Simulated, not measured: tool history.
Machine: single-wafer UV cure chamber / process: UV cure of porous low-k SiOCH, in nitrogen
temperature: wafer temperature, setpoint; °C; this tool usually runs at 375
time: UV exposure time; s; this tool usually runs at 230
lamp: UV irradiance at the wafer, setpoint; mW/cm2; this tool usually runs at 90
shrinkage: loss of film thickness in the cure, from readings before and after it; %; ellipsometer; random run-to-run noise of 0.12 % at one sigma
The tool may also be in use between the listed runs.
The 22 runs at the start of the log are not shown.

run,day,temperature,time,lamp,wafers since the last listed run,hours since the UV bulbs were replaced,wafers since the quartz window was cleaned,shrinkage
# day 60.5: UV bulbs replaced
23,61.554,375,165,51,343,25.3,2740,6.533
# day 61.908: quartz window cleaned
24,63.167,360,285,127,197,64,194,12.48
25,67.571,390,280,69,679,169.7,873,10.089
26,70.125,375,230,65,394,231,1268,8.788
27,73.892,355,130,90,581,321.4,1849,7.59
28,76.867,386,230,90,459,392.8,2308,10.703
# day 80.379: quartz window cleaned
29,80.917,381,230,116,573,490,83,11.193
30,83.342,375,230,90,374,548.2,457,10.18
31,85.583,381,120,90,345,602,803,7.513
32,88,390,280,69,372,660,1176,10.147
33,90.008,375,230,90,309,708.2,1485,10.507
34,91.558,375,230,90,239,745.4,1725,10.128
35,95.354,381,265,64,585,836.5,2310,9.536
36,97.617,363,170,90,349,890.8,2659,8.778

Here are 3 independent what-if runs from the current tool condition. What would each one return?
A,97.633,375,230,90,2,891.2,2662,?
B,97.633,359,115,79,2,891.2,2662,?
C,97.633,391,230,90,2,891.2,2662,?

run,shrinkage
A,10.447
B,6.782
C,10.728
With the hidden condition removed and each run's random variation left untouched, the same runs would have given:
run,shrinkage
A,10.447
B,6.782
C,10.728
